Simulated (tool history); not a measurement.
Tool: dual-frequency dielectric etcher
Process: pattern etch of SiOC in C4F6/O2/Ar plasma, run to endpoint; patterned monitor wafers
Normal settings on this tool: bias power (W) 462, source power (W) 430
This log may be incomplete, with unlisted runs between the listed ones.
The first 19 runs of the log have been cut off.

| run | hour | bias power (W) | source power (W) | wafers since the last listed run | hours since the last wet clean | hours since the last bias power generator calibration | hours since the last source power generator calibration | hours since the last upper electrode change | incoming incoming film thickness, nm | endpoint time (s) |
|---|---|---|---|---|---|---|---|---|---|---|
| 20 | 1577.4 | 546 | 340 | 726 | 350 | 253.6 | 1251.2 | 625.8 | 27.29 | 8.7 |
| 21 | 1629 | 462 | 340 | 566 | 401.6 | 305.2 | 1302.8 | 677.4 | 27.41 | 9.8 |
| 22 | 1736.9 | 432 | 520 | 1184 | 509.5 | 413.1 | 1410.7 | 785.3 | 27.28 | 8 |
|  | 1808.8 | wet clean of the chamber |
| 23 | 1809.3 | 371 | 500 | 531 | 0.5 | 485.5 | 1483.1 | 857.7 | 27.36 | 9.6 |
|  | 1843 | source power generator calibrated |
| 24 | 1883.1 | 462 | 430 | 766 | 74.3 | 559.3 | 40.1 | 931.5 | 27.06 | 8.6 |
| 25 | 1956.1 | 399 | 480 | 801 | 147.3 | 632.3 | 113.1 | 1004.5 | 27.35 | 9.1 |
| 26 | 2035.1 | 510 | 350 | 867 | 226.3 | 711.3 | 192.1 | 1083.5 | 27.43 | 9.1 |
| 27 | 2107.5 | 462 | 430 | 794 | 298.7 | 783.7 | 264.5 | 1155.9 | 27.31 | 8.5 |
| 28 | 2187.2 | 462 | 380 | 874 | 378.4 | 863.4 | 344.2 | 1235.6 | 27.18 | 9.1 |
| 29 | 2267.6 | 419 | 380 | 882 | 458.8 | 943.8 | 424.6 | 1316 | 27.3 | 9.8 |
| 30 | 2329 | 526 | 470 | 673 | 520.2 | 1005.2 | 486 | 1377.4 | 27.31 | 7.4 |
| 31 | 2368.7 | 417 | 430 | 435 | 559.9 | 1044.9 | 525.7 | 1417.1 | 27.47 | 9.2 |

Forecast each of these 4 alternatives for the next run:
| A | 2369.1 | 354 | 430 | 4 | 560.3 | 1045.3 | 526.1 | 1417.5 | 27.18 | ? |
| B | 2369.1 | 462 | 480 | 4 | 560.3 | 1045.3 | 526.1 | 1417.5 | 27.18 | ? |
| C | 2369.1 | 511 | 370 | 4 | 560.3 | 1045.3 | 526.1 | 1417.5 | 27.18 | ? |
| D | 2369.1 | 387 | 510 | 4 | 560.3 | 1045.3 | 526.1 | 1417.5 | 27.18 | ? |

| run | endpoint time (s) |
|---|---|
| A | 10.4 |
| B | 8 |
| C | 8.5 |
| D | 8.8 |
Without the tool's hidden state the same runs would have given:
| run | endpoint time (s) |
|---|---|
| A | 10.8 |
| B | 8.2 |
| C | 8.8 |
| D | 9.1 |

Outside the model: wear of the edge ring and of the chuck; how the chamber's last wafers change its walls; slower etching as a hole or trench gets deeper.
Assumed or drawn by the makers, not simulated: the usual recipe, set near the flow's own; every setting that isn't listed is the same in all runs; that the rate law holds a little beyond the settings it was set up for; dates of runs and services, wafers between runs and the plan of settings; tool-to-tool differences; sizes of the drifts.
